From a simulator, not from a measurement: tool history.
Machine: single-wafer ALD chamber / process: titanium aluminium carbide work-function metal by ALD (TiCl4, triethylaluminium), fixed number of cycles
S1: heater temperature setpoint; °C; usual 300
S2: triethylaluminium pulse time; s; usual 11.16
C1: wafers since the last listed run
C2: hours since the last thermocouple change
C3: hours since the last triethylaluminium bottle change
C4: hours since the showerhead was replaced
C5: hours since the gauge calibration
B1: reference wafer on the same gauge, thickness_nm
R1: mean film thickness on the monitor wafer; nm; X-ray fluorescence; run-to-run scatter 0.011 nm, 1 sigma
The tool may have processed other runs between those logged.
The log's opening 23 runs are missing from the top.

{"run": 24, "day": 52.062, "S1": 300, "S2": 11.16, "C1": 356, "C2": 634.6, "C3": 412.0, "C4": 200.4, "C5": 520.9, "B1": 1.603, "R1": 1.974}
{"run": 25, "day": 54.225, "S1": 296, "S2": 9.1, "C1": 366, "C2": 686.5, "C3": 463.9, "C4": 252.3, "C5": 572.8, "B1": 1.603, "R1": 1.884}
{"run": 26, "day": 56.354, "S1": 314, "S2": 8.34, "C1": 360, "C2": 737.6, "C3": 515.0, "C4": 303.4, "C5": 623.9, "B1": 1.6, "R1": 1.984}
{"run": 27, "day": 58.329, "S1": 286, "S2": 6.88, "C1": 334, "C2": 785.0, "C3": 562.4, "C4": 350.8, "C5": 671.3, "B1": 1.601, "R1": 1.612}
{"run": 28, "day": 60.854, "S1": 307, "S2": 11.16, "C1": 428, "C2": 845.6, "C3": 623.0, "C4": 411.4, "C5": 731.9, "B1": 1.602, "R1": 2.053}
{"run": 29, "day": 63.854, "S1": 307, "S2": 13.57, "C1": 508, "C2": 917.6, "C3": 695.0, "C4": 483.4, "C5": 803.9, "B1": 1.603, "R1": 2.062}
{"run": 30, "day": 65.075, "S1": 300, "S2": 11.16, "C1": 206, "C2": 946.9, "C3": 724.3, "C4": 512.7, "C5": 833.2, "B1": 1.596, "R1": 1.996}
{"run": 31, "day": 67.129, "S1": 310, "S2": 13.9, "C1": 348, "C2": 996.2, "C3": 773.6, "C4": 562.0, "C5": 882.5, "B1": 1.6, "R1": 2.071}
{"run": 32, "day": 69.358, "S1": 294, "S2": 8.62, "C1": 377, "C2": 1049.7, "C3": 827.1, "C4": 615.5, "C5": 936.0, "B1": 1.603, "R1": 1.841}

Consider 5 possible next runs. They are alternatives, not a sequence: every one starts from the tool as it was left by run 32. What does each give?
{"run": "A", "day": 69.375, "S1": 305, "S2": 11.16, "C1": 2, "C2": 1050.1, "C3": 827.5, "C4": 615.9, "C5": 936.4, "B1": "?", "R1": "?"}
{"run": "B", "day": 69.375, "S1": 313, "S2": 13.93, "C1": 2, "C2": 1050.1, "C3": 827.5, "C4": 615.9, "C5": 936.4, "B1": "?", "R1": "?"}
{"run": "C", "day": 69.375, "S1": 288, "S2": 8.84, "C1": 2, "C2": 1050.1, "C3": 827.5, "C4": 615.9, "C5": 936.4, "B1": "?", "R1": "?"}
{"run": "D", "day": 69.375, "S1": 286, "S2": 9.5, "C1": 2, "C2": 1050.1, "C3": 827.5, "C4": 615.9, "C5": 936.4, "B1": "?", "R1": "?"}
{"run": "E", "day": 69.375, "S1": 291, "S2": 12.31, "C1": 2, "C2": 1050.1, "C3": 827.5, "C4": 615.9, "C5": 936.4, "B1": "?", "R1": "?"}

run=A B1=1.602 R1=2.030
run=B B1=1.602 R1=2.125
run=C B1=1.602 R1=1.819
run=D B1=1.602 R1=1.837
run=E B1=1.602 R1=1.941
Had the tool no hidden state, the same runs would have come out as:
run=A R1=2.030
run=B R1=2.125
run=C R1=1.819
run=D R1=1.837
run=E R1=1.941
